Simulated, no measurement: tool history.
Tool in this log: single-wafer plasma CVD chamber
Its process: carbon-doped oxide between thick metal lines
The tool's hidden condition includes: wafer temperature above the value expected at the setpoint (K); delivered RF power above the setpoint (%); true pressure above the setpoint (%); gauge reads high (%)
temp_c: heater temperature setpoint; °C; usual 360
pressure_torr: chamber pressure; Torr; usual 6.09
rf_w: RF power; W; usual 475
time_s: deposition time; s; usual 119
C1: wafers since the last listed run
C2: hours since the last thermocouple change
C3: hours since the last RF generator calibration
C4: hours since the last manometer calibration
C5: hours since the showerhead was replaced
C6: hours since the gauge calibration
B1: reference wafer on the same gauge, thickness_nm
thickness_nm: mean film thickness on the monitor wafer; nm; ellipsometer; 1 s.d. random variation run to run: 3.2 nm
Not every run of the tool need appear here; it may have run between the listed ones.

Run 1, hour 0.0: usual settings but temp_c 351 °C; C1 0; C2 15.7; C3 762.6; C4 0.5; C5 52.3; C6 115.0; B1 612.224. Result: thickness_nm 611.938 nm.
Run 2, hour 9.0: usual settings but rf_w 405 W, time_s 102 s; C1 91; C2 24.7; C3 771.6; C4 9.5; C5 61.3; C6 124.0; B1 612.139. Result: thickness_nm 466.099 nm.
Run 3, hour 25.2: usual settings; C1 165; C2 40.9; C3 787.8; C4 25.7; C5 77.5; C6 140.2; B1 613.135. Result: thickness_nm 607.874 nm.
Run 4, hour 42.4: usual settings; C1 175; C2 58.1; C3 805.0; C4 42.9; C5 94.7; C6 157.4; B1 612.280. Result: thickness_nm 602.729 nm.
Run 5, hour 53.3: usual settings but temp_c 351 °C, pressure_torr 5.54 Torr, rf_w 530 W, time_s 127 s; C1 111; C2 69.0; C3 815.9; C4 53.8; C5 105.6; C6 168.3; B1 611.838. Result: thickness_nm 697.771 nm.
Run 6, hour 59.5: usual settings; C1 63; C2 75.2; C3 822.1; C4 60.0; C5 111.8; C6 174.5; B1 613.113. Result: thickness_nm 597.882 nm.
Run 7, hour 74.3: usual settings but pressure_torr 5.24 Torr, rf_w 530 W, time_s 104 s; C1 151; C2 90.0; C3 836.9; C4 74.8; C5 126.6; C6 189.3; B1 611.649. Result: thickness_nm 553.611 nm.
Run 8, hour 104.8: usual settings but pressure_torr 5.24 Torr, rf_w 530 W, time_s 104 s; C1 311; C2 120.5; C3 867.4; C4 105.3; C5 157.1; C6 219.8; B1 612.186. Result: thickness_nm 547.216 nm.
Run 9, hour 112.0: usual settings but temp_c 356 °C, pressure_torr 4.98 Torr; C1 73; C2 127.7; C3 874.6; C4 112.5; C5 164.3; C6 227.0; B1 611.438. Result: thickness_nm 592.479 nm.
Run 10, hour 125.8: usual settings but pressure_torr 6.56 Torr; C1 140; C2 141.5; C3 888.4; C4 126.3; C5 178.1; C6 240.8; B1 612.455. Result: thickness_nm 605.980 nm.
Run 11, hour 135.4: usual settings but time_s 127 s; C1 98; C2 151.1; C3 898.0; C4 135.9; C5 187.7; C6 250.4; B1 612.479. Result: thickness_nm 637.713 nm.
At hour 150.0: RF generator calibrated.
Run 12, hour 163.4: usual settings but temp_c 364 °C, pressure_torr 7.36 Torr, rf_w 445 W, time_s 103 s; C1 204; C2 179.1; C3 13.4; C4 163.9; C5 215.7; C6 278.4; B1 611.795. Result: thickness_nm 522.710 nm.
Run 13, hour 197.5: usual settings; C1 348; C2 213.2; C3 47.5; C4 198.0; C5 249.8; C6 312.5; B1 611.969. Result: thickness_nm 622.421 nm.
Run 14, hour 213.6: usual settings; C1 164; C2 229.3; C3 63.6; C4 214.1; C5 265.9; C6 328.6; B1 611.691. Result: thickness_nm 625.195 nm.
Run 15, hour 221.4: usual settings but pressure_torr 4.76 Torr, time_s 139 s; C1 79; C2 237.1; C3 71.4; C4 221.9; C5 273.7; C6 336.4; B1 612.180. Result: thickness_nm 712.997 nm.
Run 16, hour 234.2: usual settings but rf_w 405 W, time_s 127 s; C1 130; C2 249.9; C3 84.2; C4 234.7; C5 286.5; C6 349.2; B1 611.656. Result: thickness_nm 602.747 nm.
At hour 236.4: gauge calibrated.
Run 17, hour 245.3: usual settings but time_s 96 s; C1 113; C2 261.0; C3 95.3; C4 245.8; C5 297.6; C6 8.9; B1 612.092. Result: thickness_nm 509.868 nm.
Run 18, hour 260.7: usual settings but temp_c 345 °C, pressure_torr 5.06 Torr; C1 157; C2 276.4; C3 110.7; C4 261.2; C5 313.0; C6 24.3; B1 612.047. Result: thickness_nm 639.324 nm.
Run 19, hour 278.4: usual settings; C1 180; C2 294.1; C3 128.4; C4 278.9; C5 330.7; C6 42.0; B1 612.152. Result: thickness_nm 627.329 nm.
Run 20, hour 285.4: usual settings but pressure_torr 5.12 Torr, time_s 102 s; C1 71; C2 301.1; C3 135.4; C4 285.9; C5 337.7; C6 49.0; B1 612.559. Result: thickness_nm 525.682 nm.
Run 21, hour 296.8: usual settings; C1 116; C2 312.5; C3 146.8; C4 297.3; C5 349.1; C6 60.4; B1 611.920. Result: thickness_nm 624.590 nm.
Run 22, hour 305.0: usual settings but temp_c 375 °C; C1 83; C2 320.7; C3 155.0; C4 305.5; C5 357.3; C6 68.6; B1 611.668. Result: thickness_nm 598.826 nm.
Run 23, hour 314.5: usual settings but temp_c 364 °C, pressure_torr 7.36 Torr, rf_w 445 W, time_s 103 s; C1 97; C2 330.2; C3 164.5; C4 315.0; C5 366.8; C6 78.1; B1 611.555. Result: thickness_nm 519.627 nm.
Run 24, hour 328.0: usual settings; C1 137; C2 343.7; C3 178.0; C4 328.5; C5 380.3; C6 91.6; B1 611.857. Result: thickness_nm 624.580 nm.
Run 25, hour 342.3: usual settings; C1 146; C2 358.0; C3 192.3; C4 342.8; C5 394.6; C6 105.9; B1 612.501. Result: thickness_nm 620.169 nm.
Run 26, hour 359.1: usual settings but temp_c 350 °C, pressure_torr 5.60 Torr, rf_w 405 W, time_s 100 s; C1 171; C2 374.8; C3 209.1; C4 359.6; C5 411.4; C6 122.7; B1 611.633. Result: thickness_nm 484.803 nm.
Run 27, hour 367.6: usual settings but time_s 126 s; C1 86; C2 383.3; C3 217.6; C4 368.1; C5 419.9; C6 131.2; B1 612.733. Result: thickness_nm 655.650 nm.
Run 28, hour 378.3: usual settings but temp_c 352 °C, pressure_torr 4.99 Torr, time_s 131 s; C1 109; C2 394.0; C3 228.3; C4 378.8; C5 430.6; C6 141.9; B1 613.256. Result: thickness_nm 692.046 nm.
Run 29, hour 395.4: usual settings but temp_c 372 °C, rf_w 510 W; C1 174; C2 411.1; C3 245.4; C4 395.9; C5 447.7; C6 159.0; B1 612.649. Result: thickness_nm 623.732 nm.

Exercise: give the hidden state of the tool at every run:
wafer temperature above the value expected at the setpoint (K): 0, the same for each run
true pressure above the setpoint (%): 0, the same for each run
gauge reads high (%): 0, the same for each run
H1: delivered RF power above the setpoint (%)
run      H1
  1   -5.83
  2   -5.94
  3   -6.16
  4    -6.4
  5   -6.55
  6   -6.63
  7   -6.85
  8   -7.29
  9    -7.4
 10   -7.61
 11   -7.76
 12  -0.264
 13  -0.282
 14  -0.297
 15  -0.307
 16  -0.324
 17  -0.341
 18  -0.368
 19  -0.404
 20   -0.42
 21  -0.448
 22  -0.469
 23  -0.495
 24  -0.535
 25   -0.58
 26  -0.638
 27  -0.669
 28   -0.71
 29   -0.78
